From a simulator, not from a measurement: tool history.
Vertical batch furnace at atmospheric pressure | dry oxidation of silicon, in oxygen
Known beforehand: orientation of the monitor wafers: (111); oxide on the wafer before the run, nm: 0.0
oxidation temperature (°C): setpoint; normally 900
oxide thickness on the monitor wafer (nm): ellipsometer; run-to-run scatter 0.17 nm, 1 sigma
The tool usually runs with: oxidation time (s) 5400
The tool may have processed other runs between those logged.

run,hour,oxidation temperature (°C),oxidation time (s),"read-back reference wafer on the same gauge, thickness",oxide thickness on the monitor wafer (nm)
1,0.0,900,5400,31.11,38.56
2,99.8,882,6630,31.09,36.80
3,144.5,882,6630,31.08,36.77
4,237.6,900,5400,31.13,38.32
5,276.7,900,5400,31.09,38.13
6,354.3,894,3930,31.03,28.79
7,431.6,894,3930,31.15,29.13
8,502.0,894,3930,31.12,29.11
9,576.4,900,6390,31.17,43.07
10,634.4,900,6390,31.07,42.87
11,752.1,900,5400,31.12,38.54
12,793.3,900,5400,31.08,38.24
13,896.0,900,5400,31.12,37.99
14,996.3,900,5400,31.12,37.71
15,1083.1,900,5400,31.12,37.64
16,1171.8,900,5400,31.17,37.71
17,1244.5,912,5400,31.04,42.96
18,1308.5,900,7020,31.08,45.51
19,1378.8,879,4410,31.06,26.53
20,1462.4,907,5400,31.08,40.72
21,1552.2,889,3840,31.02,26.58
22,1609.7,900,5400,31.06,37.56
23,1672.1,914,5400,31.15,43.17
# hour 1739.8: thermocouples replaced and temperature profile calibrated
24,1740.3,911,6960,31.15,50.25
# hour 1825.2: boat lift adjusted
25,1825.7,880,5400,31.08,31.10
26,2029.9,919,4170,31.08,38.98
27,2084.4,919,5400,31.07,46.68
28,2176.6,900,4560,31.06,34.04
29,2249.4,900,7290,31.12,47.16
# hour 2300.5: gauge calibrated
30,2328.4,917,6090,31.02,49.27
31,2371.7,900,5400,31.08,38.22
32,2457.9,900,5400,31.13,38.22
33,2530.9,900,7290,31.14,47.35
34,2618.7,900,4560,31.13,34.17
35,2707.8,921,6120,31.07,51.42
36,3020.7,900,5400,31.13,38.09

Hidden state or all else? Some run-to-run changes of oxide thickness on the monitor wafer (nm), split into what the settings, what came in and random variation would give without the hidden state, and what is left for the hidden state (with any gauge scatter that isn't in both results):
Hidden state present: true tube temperature minus thermocouple reading, K; monitor wafer colder than the profiled boat position, K; gauge reads high (%).
Run 18 -> 19: oxidation temperature (°C) 900 -> 879, oxidation time (s) 7020 -> 4410. oxide thickness on the monitor wafer (nm) -18.98: hidden state +0.25, all else -19.23.
Run 19 -> 20: oxidation temperature (°C) 879 -> 907, oxidation time (s) 4410 -> 5400. oxide thickness on the monitor wafer (nm) +14.19: hidden state -0.29, all else +14.48.
Run 21 -> 22: oxidation temperature (°C) 889 -> 900, oxidation time (s) 3840 -> 5400. oxide thickness on the monitor wafer (nm) +10.98: hidden state -0.27, all else +11.25.
Run 24 -> 25: oxidation temperature (°C) 911 -> 880, oxidation time (s) 6960 -> 5400, boat lift adjusted. oxide thickness on the monitor wafer (nm) -19.15: hidden state +1.19, all else -20.34.
Run 34 -> 35: oxidation temperature (°C) 900 -> 921, oxidation time (s) 4560 -> 6120. oxide thickness on the monitor wafer (nm) +17.25: hidden state -0.14, all else +17.39.
